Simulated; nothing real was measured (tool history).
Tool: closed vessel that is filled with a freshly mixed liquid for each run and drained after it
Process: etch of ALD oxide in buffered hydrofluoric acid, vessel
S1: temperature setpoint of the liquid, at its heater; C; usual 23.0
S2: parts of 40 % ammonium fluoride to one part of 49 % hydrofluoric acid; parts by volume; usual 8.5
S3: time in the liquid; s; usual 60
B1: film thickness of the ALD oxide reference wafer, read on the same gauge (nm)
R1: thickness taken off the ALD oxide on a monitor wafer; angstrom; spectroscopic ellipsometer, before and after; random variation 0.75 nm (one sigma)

run,hour,S1,S2,S3,B1,R1
1,0.0,19.5,8.5,60,109.97,1290.0
2,51.5,19.5,8.5,60,110.03,1287.2
3,115.8,23.0,8.5,60,110.03,1559.0
4,164.0,20.5,8.5,60,109.99,1369.3
5,220.5,20.5,8.5,60,110.03,1364.4
6,279.2,23.0,8.5,60,110.01,1577.8
7,343.3,23.0,8.5,60,110.00,1577.8
8,376.7,23.0,8.5,60,109.97,1582.2
9,423.1,23.0,8.5,60,110.03,1590.8
10,487.1,23.0,8.5,60,109.99,1580.7
11,521.4,23.0,8.5,60,110.00,1639.5
12,588.6,25.5,5.5,30,110.00,1419.4
13,655.9,27.5,11.5,85,110.01,2126.4
14,687.3,26.5,7.0,75,110.03,2870.6
15,754.9,21.0,9.5,80,109.95,1690.0
16,809.1,23.0,11.0,80,109.98,1657.9
17,849.8,20.5,11.5,40,110.02,691.3
18,897.4,23.0,10.5,35,109.97,761.0
19,964.2,23.0,8.5,90,109.99,2338.4
20,995.9,20.0,10.0,40,110.01,784.8
21,1024.5,23.0,8.5,60,109.94,1566.2
22,1061.4,26.5,7.0,75,110.03,2892.3

Taken out of this log: 3 entries between the listed runs. Where each belongs, and how the hidden state differs across it:
Between runs 10 and 11: hydrofluoric acid flow meter replaced (hour 492.8)
  liquid hotter than its thermometer reads (K): 1.13 -> 1.17; hydrofluoric acid flow below the setpoint (%): 2.62 -> 0.368
  measured less the result without the state, R1: +51.4 -> +95.4 angstrom
Between runs 11 and 12: gauge calibrated (hour 531.8)
  liquid hotter than its thermometer reads (K): 1.17 -> 1.24; hydrofluoric acid flow below the setpoint (%): 0.368 -> 0.515
  measured less the result without the state, R1: +95.4 -> +85.6 angstrom
Between runs 12 and 13: thermometer replaced (hour 623.6)
  liquid hotter than its thermometer reads (K): 1.24 -> 0.111; hydrofluoric acid flow below the setpoint (%): 0.515 -> 0.662
  measured less the result without the state, R1: +85.6 -> -1.3 angstrom

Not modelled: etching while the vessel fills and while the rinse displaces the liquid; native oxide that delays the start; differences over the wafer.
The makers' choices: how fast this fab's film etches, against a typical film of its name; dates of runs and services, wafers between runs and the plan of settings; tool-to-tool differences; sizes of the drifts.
